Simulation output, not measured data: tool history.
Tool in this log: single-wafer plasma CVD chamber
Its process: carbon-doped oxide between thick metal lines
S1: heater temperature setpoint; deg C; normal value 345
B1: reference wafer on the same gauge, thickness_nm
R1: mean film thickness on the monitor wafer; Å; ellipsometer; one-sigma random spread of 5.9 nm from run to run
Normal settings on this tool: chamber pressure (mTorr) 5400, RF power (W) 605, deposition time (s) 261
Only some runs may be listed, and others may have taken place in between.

Run 1, hour 0: usual settings but RF power (W) 670; B1 1720.034. Result: R1 15182.53 Å.
Run 2, hour 30.8: usual settings but RF power (W) 670; B1 1720.642. Result: R1 15184.74 Å.
Run 3, hour 58.4: usual settings; B1 1720.847. Result: R1 14454.48 Å.
Run 4, hour 89.6: usual settings; B1 1719.372. Result: R1 14477.51 Å.
Run 5, hour 118.1: usual settings; B1 1715.197. Result: R1 14624.04 Å.
Run 6, hour 141.1: usual settings; B1 1719.47. Result: R1 14587.42 Å.
Run 7, hour 162.7: usual settings; B1 1720.793. Result: R1 14468.56 Å.
Run 8, hour 175.9: usual settings; B1 1721.503. Result: R1 14662.13 Å.
Run 9, hour 196.6: usual settings; B1 1723.98. Result: R1 14573.21 Å.
Run 10, hour 227.4: usual settings but chamber pressure (mTorr) 5020, deposition time (s) 238; B1 1721.006. Result: R1 12965.31 Å.
Run 11, hour 248.8: usual settings; B1 1720.337. Result: R1 14445.35 Å.
Run 12, hour 272.4: usual settings; B1 1721.154. Result: R1 14524.3 Å.
Run 13, hour 286.5: usual settings but RF power (W) 540; B1 1721.447. Result: R1 13812.16 Å.
Run 14, hour 316.5: usual settings; B1 1720.23. Result: R1 14471.24 Å.
Run 15, hour 329.4: usual settings but chamber pressure (mTorr) 4940, deposition time (s) 278; B1 1719.986. Result: R1 15191.1 Å.
Run 16, hour 342.1: usual settings but chamber pressure (mTorr) 5020; B1 1717.883. Result: R1 14350.45 Å.
Run 17, hour 377.3: usual settings but S1 334 deg C, chamber pressure (mTorr) 4630, deposition time (s) 308; B1 1722.356. Result: R1 17060.28 Å.
Run 18, hour 405.8: usual settings but S1 339 deg C, RF power (W) 700, deposition time (s) 246; B1 1721.033. Result: R1 14919.13 Å.
Run 19, hour 429.7: usual settings; B1 1719.904. Result: R1 14534.38 Å.
Run 20, hour 445.3: usual settings but RF power (W) 655, deposition time (s) 294; B1 1718.367. Result: R1 16997.52 Å.
Run 21, hour 458: usual settings; B1 1719.536. Result: R1 14575.29 Å.
Run 22, hour 488.3: usual settings; B1 1720.585. Result: R1 14501.32 Å.
Run 23, hour 505.6: usual settings but RF power (W) 690, deposition time (s) 305; B1 1720.869. Result: R1 18126.75 Å.
Run 24, hour 537.5: usual settings but S1 338 deg C, deposition time (s) 215; B1 1720.281. Result: R1 12300.5 Å.
Run 25, hour 557.4: usual settings but S1 341 deg C, chamber pressure (mTorr) 6710, RF power (W) 510; B1 1719.807. Result: R1 13925.6 Å.
Run 26, hour 593: usual settings but S1 331 deg C, chamber pressure (mTorr) 6410, RF power (W) 495, deposition time (s) 304; B1 1723.372. Result: R1 16562.59 Å.
Run 27, hour 605.6: usual settings but S1 360 deg C, chamber pressure (mTorr) 4470, RF power (W) 660; B1 1717.452. Result: R1 13905.45 Å.

Put back what was entered between runs (4 entries, withheld): which listed runs does each sit between, and how does the hidden state differ from the listed run before to the listed run after?
Between runs 1 and 2: RF generator calibrated (hour 30.3)
  both runs share identical hidden conditions
Between runs 3 and 4: showerhead replaced (hour 89.1)
  both runs share identical hidden conditions
Between runs 4 and 5: capacitance manometer re-zeroed and calibrated (hour 101.1)
  both runs share identical hidden conditions
Between runs 5 and 6: thermocouple changed; heater temperature recalibrated (hour 139.3)
  both runs share identical hidden conditions
